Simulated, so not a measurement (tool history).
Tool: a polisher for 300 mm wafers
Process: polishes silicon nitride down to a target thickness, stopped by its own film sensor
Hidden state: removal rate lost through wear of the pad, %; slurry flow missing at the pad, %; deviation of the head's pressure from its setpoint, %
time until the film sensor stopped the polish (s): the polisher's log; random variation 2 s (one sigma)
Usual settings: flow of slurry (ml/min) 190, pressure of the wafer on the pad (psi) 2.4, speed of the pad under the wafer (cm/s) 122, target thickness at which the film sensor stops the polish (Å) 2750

| run | day | flow of slurry (ml/min) | pressure of the wafer on the pad (psi) | speed of the pad under the wafer (cm/s) | target thickness at which the film sensor stops the polish (Å) | wafers since the last listed run | wafers polished on this pad | hours since the slurry nozzle was cleaned | hours since the head pressure was calibrated | incoming thickness of the incoming film, nm | time until the film sensor stopped the polish (s) |
|---|---|---|---|---|---|---|---|---|---|---|---|
| 1 | 0.000 | 190 | 2.4 | 122 | 2750 | 0 | 593 | 85.9 | 970.9 | 464.8 | 114.6 |
| 2 | 2.521 | 190 | 2.4 | 122 | 2750 | 460 | 1054 | 146.4 | 1031.4 | 470.1 | 120.4 |
|  | 3.350 | worn pad replaced by a new one |
| 3 | 3.750 | 190 | 2.4 | 122 | 2750 | 194 | 72 | 175.9 | 1060.9 | 465.1 | 119.9 |
| 4 | 5.638 | 190 | 2.4 | 122 | 2750 | 345 | 418 | 221.2 | 1106.2 | 459.2 | 117.1 |
| 5 | 6.804 | 190 | 2.4 | 122 | 2750 | 213 | 631 | 249.2 | 1134.2 | 458.9 | 122.8 |
|  | 9.112 | worn pad replaced by a new one |
| 6 | 9.512 | 190 | 2.4 | 122 | 2890 | 464 | 73 | 314.2 | 1199.2 | 464.9 | 119.0 |
| 7 | 11.225 | 190 | 2.4 | 122 | 3250 | 313 | 386 | 355.3 | 1240.3 | 458.5 | 95.2 |
|  | 11.450 | slurry nozzle cleaned |
| 8 | 12.712 | 190 | 3.2 | 122 | 3220 | 264 | 650 | 30.3 | 1276.0 | 462.6 | 69.8 |
|  | 13.717 | head pressure recalibrated |
|  | 15.396 | worn pad replaced by a new one |
| 9 | 15.417 | 190 | 2.4 | 122 | 2750 | 448 | 3 | 95.2 | 40.8 | 462.1 | 112.6 |
| 10 | 16.333 | 245 | 2.4 | 122 | 3080 | 167 | 171 | 117.2 | 62.8 | 461.1 | 90.5 |
| 11 | 18.400 | 210 | 2.4 | 122 | 2750 | 377 | 549 | 166.8 | 112.4 | 458.9 | 111.9 |
| 12 | 19.779 | 190 | 2.4 | 146 | 2750 | 252 | 801 | 199.9 | 145.5 | 458.5 | 98.7 |
| 13 | 21.329 | 225 | 2.4 | 142 | 2750 | 283 | 1084 | 237.1 | 182.7 | 460.9 | 100.8 |
|  | 22.079 | worn pad replaced by a new one |
| 14 | 24.292 | 235 | 2.4 | 122 | 2430 | 511 | 404 | 308.2 | 253.8 | 460.5 | 138.3 |

4 ways to go on from here, each from the tool as it stands after run 14. What would each give?
| A | 24.312 | 135 | 2.4 | 122 | 2750 | 3 | 408 | 308.7 | 254.3 | 462.0 | ? |
| B | 24.312 | 210 | 2.6 | 122 | 3070 | 3 | 408 | 308.7 | 254.3 | 462.0 | ? |
| C | 24.312 | 160 | 2.4 | 122 | 3250 | 3 | 408 | 308.7 | 254.3 | 462.0 | ? |
| D | 24.312 | 190 | 2.0 | 122 | 2750 | 3 | 408 | 308.7 | 254.3 | 462.0 | ? |

| run | time until the film sensor stopped the polish (s) |
|---|---|
| A | 134.6 |
| B | 95.1 |
| C | 94.2 |
| D | 139.0 |
Without the tool's hidden state the same runs would have given:
| run | time until the film sensor stopped the polish (s) |
|---|---|
| A | 120.1 |
| B | 88.1 |
| C | 85.5 |
| D | 127.9 |

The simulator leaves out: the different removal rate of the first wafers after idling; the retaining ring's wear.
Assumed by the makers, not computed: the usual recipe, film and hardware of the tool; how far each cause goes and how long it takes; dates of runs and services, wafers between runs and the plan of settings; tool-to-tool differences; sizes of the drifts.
